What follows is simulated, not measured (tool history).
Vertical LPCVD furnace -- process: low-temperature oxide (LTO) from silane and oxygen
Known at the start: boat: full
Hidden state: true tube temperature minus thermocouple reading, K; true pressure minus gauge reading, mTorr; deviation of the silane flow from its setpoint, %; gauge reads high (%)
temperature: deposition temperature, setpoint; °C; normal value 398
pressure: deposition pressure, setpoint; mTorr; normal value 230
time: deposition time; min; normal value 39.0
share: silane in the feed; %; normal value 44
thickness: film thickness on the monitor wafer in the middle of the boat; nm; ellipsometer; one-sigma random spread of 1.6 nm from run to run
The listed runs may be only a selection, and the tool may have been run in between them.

| run | hour | temperature | pressure | time | share | wafers since the last listed run | hours since the last temperature calibration | hours since the pressure gauge was zeroed | hours since the silane flow controller was replaced | hours since the gauge calibration | read-back reference wafer on the same gauge, thickness | thickness |
|---|---|---|---|---|---|---|---|---|---|---|---|---|
| 1 | 0.0 | 398 | 230 | 32.0 | 44 | 0 | 2155.8 | 2378.5 | 4137.7 | 1695.9 | 475.62 | 338.33 |
| 2 | 74.0 | 398 | 230 | 27.0 | 44 | 1055 | 2229.8 | 2452.5 | 4211.7 | 1769.9 | 476.81 | 288.37 |
| 3 | 159.4 | 398 | 230 | 27.0 | 44 | 1218 | 2315.2 | 2537.9 | 4297.1 | 1855.3 | 475.94 | 285.67 |
| 4 | 211.7 | 398 | 230 | 39.0 | 44 | 746 | 2367.5 | 2590.2 | 4349.4 | 1907.6 | 476.70 | 411.87 |
| 5 | 318.5 | 398 | 230 | 39.0 | 44 | 1523 | 2474.3 | 2697.0 | 4456.2 | 2014.4 | 475.06 | 413.91 |
| 6 | 379.8 | 398 | 275 | 39.0 | 44 | 874 | 2535.6 | 2758.3 | 4517.5 | 2075.7 | 476.29 | 493.54 |
| 7 | 419.9 | 398 | 275 | 39.0 | 44 | 572 | 2575.7 | 2798.4 | 4557.6 | 2115.8 | 476.16 | 494.42 |
| 8 | 520.9 | 398 | 230 | 39.0 | 44 | 1440 | 2676.7 | 2899.4 | 4658.6 | 2216.8 | 475.81 | 416.51 |
| 9 | 586.5 | 398 | 230 | 39.0 | 44 | 935 | 2742.3 | 2965.0 | 4724.2 | 2282.4 | 475.22 | 416.35 |
| 10 | 668.4 | 398 | 230 | 39.0 | 44 | 1168 | 2824.2 | 3046.9 | 4806.1 | 2364.3 | 474.73 | 414.22 |
|  | 683.5 | gauge calibrated |
|  | 931.1 | silane flow controller replaced |
| 11 | 931.6 | 398 | 230 | 39.0 | 44 | 3412 | 3087.4 | 3310.1 | 0.5 | 248.1 | 475.60 | 419.36 |
| 12 | 974.7 | 398 | 230 | 39.0 | 44 | 614 | 3130.5 | 3353.2 | 43.6 | 291.2 | 475.21 | 418.99 |
| 13 | 1077.1 | 398 | 210 | 46.5 | 36 | 1460 | 3232.9 | 3455.6 | 146.0 | 393.6 | 475.74 | 356.38 |
| 14 | 1170.2 | 398 | 230 | 39.0 | 44 | 1328 | 3326.0 | 3548.7 | 239.1 | 486.7 | 475.05 | 416.81 |
| 15 | 1278.1 | 398 | 230 | 39.0 | 44 | 1539 | 3433.9 | 3656.6 | 347.0 | 594.6 | 475.96 | 416.96 |
| 16 | 1375.8 | 398 | 230 | 39.0 | 44 | 1393 | 3531.6 | 3754.3 | 444.7 | 692.3 | 475.23 | 420.21 |
|  | 1463.6 | thermocouples replaced and temperature profile calibrated |
|  | 1464.1 | pressure gauge zeroed |
| 17 | 1479.3 | 408 | 230 | 39.0 | 44 | 1127 | 15.7 | 15.2 | 548.2 | 795.8 | 477.09 | 446.81 |
| 18 | 1546.7 | 407 | 175 | 31.5 | 41 | 961 | 83.1 | 82.6 | 615.6 | 863.2 | 476.78 | 252.60 |
| 19 | 1653.9 | 398 | 230 | 39.0 | 44 | 1529 | 190.3 | 189.8 | 722.8 | 970.4 | 476.14 | 409.42 |
| 20 | 1718.6 | 398 | 230 | 39.0 | 49 | 923 | 255.0 | 254.5 | 787.5 | 1035.1 | 475.94 | 448.28 |
| 21 | 1826.4 | 402 | 285 | 51.0 | 41 | 1537 | 362.8 | 362.3 | 895.3 | 1142.9 | 475.20 | 632.63 |
| 22 | 1886.0 | 404 | 230 | 39.0 | 36 | 850 | 422.4 | 421.9 | 954.9 | 1202.5 | 475.00 | 344.03 |
| 23 | 1944.6 | 392 | 230 | 39.0 | 44 | 836 | 481.0 | 480.5 | 1013.5 | 1261.1 | 475.85 | 383.19 |
| 24 | 2041.5 | 398 | 230 | 32.0 | 44 | 1382 | 577.9 | 577.4 | 1110.4 | 1358.0 | 475.59 | 335.65 |
| 25 | 2097.4 | 391 | 265 | 45.5 | 50 | 797 | 633.8 | 633.3 | 1166.3 | 1413.9 | 476.47 | 573.33 |
| 26 | 2157.5 | 398 | 190 | 39.0 | 44 | 857 | 693.9 | 693.4 | 1226.4 | 1474.0 | 475.06 | 336.14 |
| 27 | 2236.9 | 398 | 230 | 39.0 | 37 | 1132 | 773.3 | 772.8 | 1305.8 | 1553.4 | 476.69 | 334.25 |
| 28 | 2284.3 | 391 | 190 | 39.0 | 50 | 676 | 820.7 | 820.2 | 1353.2 | 1600.8 | 476.08 | 353.44 |
| 29 | 2377.3 | 398 | 180 | 28.0 | 44 | 1326 | 913.7 | 913.2 | 1446.2 | 1693.8 | 476.16 | 228.76 |
| 30 | 2462.7 | 398 | 250 | 39.0 | 37 | 1218 | 999.1 | 998.6 | 1531.6 | 1779.2 | 474.68 | 361.75 |
| 31 | 2548.5 | 405 | 190 | 48.0 | 38 | 1224 | 1084.9 | 1084.4 | 1617.4 | 1865.0 | 475.65 | 378.46 |
| 32 | 2610.2 | 398 | 230 | 50.0 | 44 | 880 | 1146.6 | 1146.1 | 1679.1 | 1926.7 | 476.05 | 524.45 |

What differs in the tool's unlogged condition from the final listed run ahead of each entry between runs to the first listed run following it?
Between runs 10 and 11: gauge calibrated (hour 683.5); silane flow controller replaced (hour 931.1)
  true tube temperature minus thermocouple reading, K: 2.92 -> 3.18
  the result without the hidden state subtracted from the measured one, thickness: +12.74 -> +14.02 nm
Between runs 16 and 17: thermocouples replaced and temperature profile calibrated (hour 1463.6); pressure gauge zeroed (hour 1464.1)
  true tube temperature minus thermocouple reading, K: 3.62 -> 0.454
  the result without the hidden state subtracted from the measured one, thickness: +15.94 -> +2.09 nm

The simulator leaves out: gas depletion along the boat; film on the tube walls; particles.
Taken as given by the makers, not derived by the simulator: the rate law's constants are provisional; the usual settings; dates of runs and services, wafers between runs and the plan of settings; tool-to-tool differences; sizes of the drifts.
